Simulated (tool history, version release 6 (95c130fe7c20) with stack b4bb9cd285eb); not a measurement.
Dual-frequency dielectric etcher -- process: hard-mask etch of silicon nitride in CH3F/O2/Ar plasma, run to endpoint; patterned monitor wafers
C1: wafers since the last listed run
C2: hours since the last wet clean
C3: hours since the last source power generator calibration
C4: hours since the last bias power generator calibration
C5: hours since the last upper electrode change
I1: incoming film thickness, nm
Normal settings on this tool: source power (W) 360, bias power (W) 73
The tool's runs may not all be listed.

Run 1, hour 0.0: usual settings; C1 0; C2 368.8; C3 4027.5; C4 3345.1; C5 2186.1; I1 40.00. Result: endpoint time (s) 63.0.
Run 2, hour 74.7: usual settings; C1 544; C2 443.5; C3 4102.2; C4 3419.8; C5 2260.8; I1 40.09. Result: endpoint time (s) 64.4.
At hour 131.5: wet clean of the chamber.
Run 3, hour 132.0: usual settings; C1 242; C2 0.5; C3 4159.5; C4 3477.1; C5 2318.1; I1 39.57. Result: endpoint time (s) 60.7.
Run 4, hour 166.8: usual settings; C1 253; C2 35.3; C3 4194.3; C4 3511.9; C5 2352.9; I1 40.22. Result: endpoint time (s) 61.4.
Run 5, hour 210.5: usual settings; C1 318; C2 79.0; C3 4238.0; C4 3555.6; C5 2396.6; I1 39.94. Result: endpoint time (s) 61.7.
Run 6, hour 277.7: usual settings; C1 490; C2 146.2; C3 4305.2; C4 3622.8; C5 2463.8; I1 40.40. Result: endpoint time (s) 62.1.
Run 7, hour 339.5: usual settings; C1 450; C2 208.0; C3 4367.0; C4 3684.6; C5 2525.6; I1 40.20. Result: endpoint time (s) 62.5.
At hour 354.8: source power generator calibrated.
Run 8, hour 405.5: usual settings but source power (W) 280; C1 452; C2 274.0; C3 50.7; C4 3750.6; C5 2591.6; I1 39.69. Result: endpoint time (s) 68.3.
Run 9, hour 444.0: usual settings; C1 280; C2 312.5; C3 89.2; C4 3789.1; C5 2630.1; I1 39.79. Result: endpoint time (s) 62.5.
Run 10, hour 548.6: usual settings but source power (W) 440, bias power (W) 56; C1 762; C2 417.1; C3 193.8; C4 3893.7; C5 2734.7; I1 39.77. Result: endpoint time (s) 64.6.
At hour 628.5: wet clean of the chamber.
At hour 644.0: upper electrode replaced.
Run 11, hour 649.7: usual settings but source power (W) 340, bias power (W) 67; C1 449; C2 21.2; C3 294.9; C4 3994.8; C5 5.7; I1 40.14. Result: endpoint time (s) 65.2.
At hour 716.3: bias power generator calibrated.
Run 12, hour 736.1: usual settings but source power (W) 380, bias power (W) 60; C1 600; C2 107.6; C3 381.3; C4 19.8; C5 92.1; I1 39.90. Result: endpoint time (s) 65.7.
Run 13, hour 824.1: usual settings but source power (W) 420; C1 641; C2 195.6; C3 469.3; C4 107.8; C5 180.1; I1 39.93. Result: endpoint time (s) 59.2.
Run 14, hour 915.4: usual settings but source power (W) 290, bias power (W) 58; C1 665; C2 286.9; C3 560.6; C4 199.1; C5 271.4; I1 39.75. Result: endpoint time (s) 74.0.
Run 15, hour 966.4: usual settings but source power (W) 440, bias power (W) 84; C1 371; C2 337.9; C3 611.6; C4 250.1; C5 322.4; I1 39.91. Result: endpoint time (s) 55.8.

Here are 5 independent what-if runs from the current tool condition. What would each one return?
Run A, hour 966.8: usual settings; C1 2; C2 338.3; C3 612.0; C4 250.5; C5 322.8; I1 39.78. Result: endpoint time (s) ?.
Run B, hour 966.8: usual settings but bias power (W) 87; C1 2; C2 338.3; C3 612.0; C4 250.5; C5 322.8; I1 39.78. Result: endpoint time (s) ?.
Run C, hour 966.8: usual settings but bias power (W) 91; C1 2; C2 338.3; C3 612.0; C4 250.5; C5 322.8; I1 39.78. Result: endpoint time (s) ?.
Run D, hour 966.8: usual settings but source power (W) 300, bias power (W) 90; C1 2; C2 338.3; C3 612.0; C4 250.5; C5 322.8; I1 39.78. Result: endpoint time (s) ?.
Run E, hour 966.8: usual settings but source power (W) 430, bias power (W) 88; C1 2; C2 338.3; C3 612.0; C4 250.5; C5 322.8; I1 39.78. Result: endpoint time (s) ?.

run  endpoint time (s)
  A               63.4
  B               59.4
  C               58.4
  D               62.3
  E               55.7
Without the tool's unlogged condition, the same runs would have read:
run  endpoint time (s)
  A               61.1
  B               57.3
  C               56.3
  D               60.1
  E               53.7
